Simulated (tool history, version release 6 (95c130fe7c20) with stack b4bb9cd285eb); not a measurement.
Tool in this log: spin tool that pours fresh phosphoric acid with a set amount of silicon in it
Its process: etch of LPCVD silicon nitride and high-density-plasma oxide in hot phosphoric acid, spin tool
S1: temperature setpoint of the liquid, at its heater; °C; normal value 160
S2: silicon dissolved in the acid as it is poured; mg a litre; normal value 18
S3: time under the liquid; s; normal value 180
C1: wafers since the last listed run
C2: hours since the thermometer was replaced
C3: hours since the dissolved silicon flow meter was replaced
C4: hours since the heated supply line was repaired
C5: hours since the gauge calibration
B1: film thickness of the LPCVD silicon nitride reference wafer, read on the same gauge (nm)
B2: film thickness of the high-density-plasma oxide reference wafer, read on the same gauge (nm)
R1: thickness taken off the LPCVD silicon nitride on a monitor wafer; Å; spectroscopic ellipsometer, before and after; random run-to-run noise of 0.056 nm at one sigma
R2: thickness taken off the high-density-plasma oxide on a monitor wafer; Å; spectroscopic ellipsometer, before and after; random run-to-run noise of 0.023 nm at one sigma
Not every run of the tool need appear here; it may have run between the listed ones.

run 1 day=0 | S1=160 S2=18 S3=180 | C1=0 C2=716.4 C3=77.1 C4=1794 C5=3365.9 | B1=50.01 B2=49.989 | R1=160.2 R2=2.44
run 2 day=3.742 | S1=160 S2=15 S3=115 | C1=582 C2=806.2 C3=166.9 C4=1883.8 C5=3455.7 | B1=50 B2=50.032 | R1=102.7 R2=1.67
run 3 day=7.442 | S1=160 S2=15 S3=115 | C1=575 C2=895 C3=255.7 C4=1972.6 C5=3544.5 | B1=50 B2=49.967 | R1=102.5 R2=1.94
run 4 day=15.15 | S1=158.5 S2=18 S3=255 | C1=1199 C2=1080 C3=440.7 C4=2157.6 C5=3729.5 | B1=50 B2=49.967 | R1=214.4 R2=3.7
-- day=17.571 heated supply line repaired
run 5 day=18.379 | S1=160 S2=7.5 S3=180 | C1=495 C2=1157.5 C3=518.2 C4=19.4 C5=3807 | B1=49.99 B2=49.978 | R1=159.9 R2=2.92
-- day=19.667 gauge calibrated
run 6 day=22.671 | S1=160 S2=18 S3=285 | C1=667 C2=1260.5 C3=621.2 C4=122.4 C5=72.1 | B1=49.97 B2=49.999 | R1=255.3 R2=4.52
run 7 day=25.912 | S1=160 S2=6.5 S3=140 | C1=504 C2=1338.3 C3=699 C4=200.2 C5=149.9 | B1=50 B2=50.008 | R1=124.8 R2=2.49
run 8 day=28.025 | S1=161.5 S2=8.5 S3=210 | C1=328 C2=1389 C3=749.7 C4=250.9 C5=200.6 | B1=49.99 B2=49.969 | R1=196.3 R2=4.2
run 9 day=30.792 | S1=157.5 S2=18 S3=115 | C1=430 C2=1455.4 C3=816.1 C4=317.3 C5=267 | B1=49.98 B2=50.003 | R1=94.3 R2=1.35
-- day=39.321 dissolved silicon flow meter replaced
run 10 day=40.608 | S1=158 S2=18 S3=225 | C1=1520 C2=1691 C3=30.9 C4=552.9 C5=502.6 | B1=49.96 B2=50.025 | R1=187.7 R2=2.6
run 11 day=44.304 | S1=160 S2=18 S3=180 | C1=574 C2=1779.7 C3=119.6 C4=641.6 C5=591.3 | B1=50 B2=49.998 | R1=160.6 R2=2.8
-- day=45.617 thermometer replaced
run 12 day=45.917 | S1=157.5 S2=26 S3=180 | C1=244 C2=7.2 C3=158.3 C4=680.3 C5=630 | B1=50.02 B2=50.012 | R1=147.6 R2=1.61

What does the tool deliver on the next run?
run 13 day=47.8 | S1=160 S2=18 S3=105 | C1=292 C2=52.4 C3=203.5 C4=725.5 C5=675.2 | B1=? B2=? | R1=? R2=?

{"run 13": {"B1": 49.99, "B2": 49.975, "R1": 94, "R2": 1.4}}
Take away the tool's hidden state, keep the run-to-run variation as it was, and the same run would have given R1 94 Å, R2 1.4 Å.
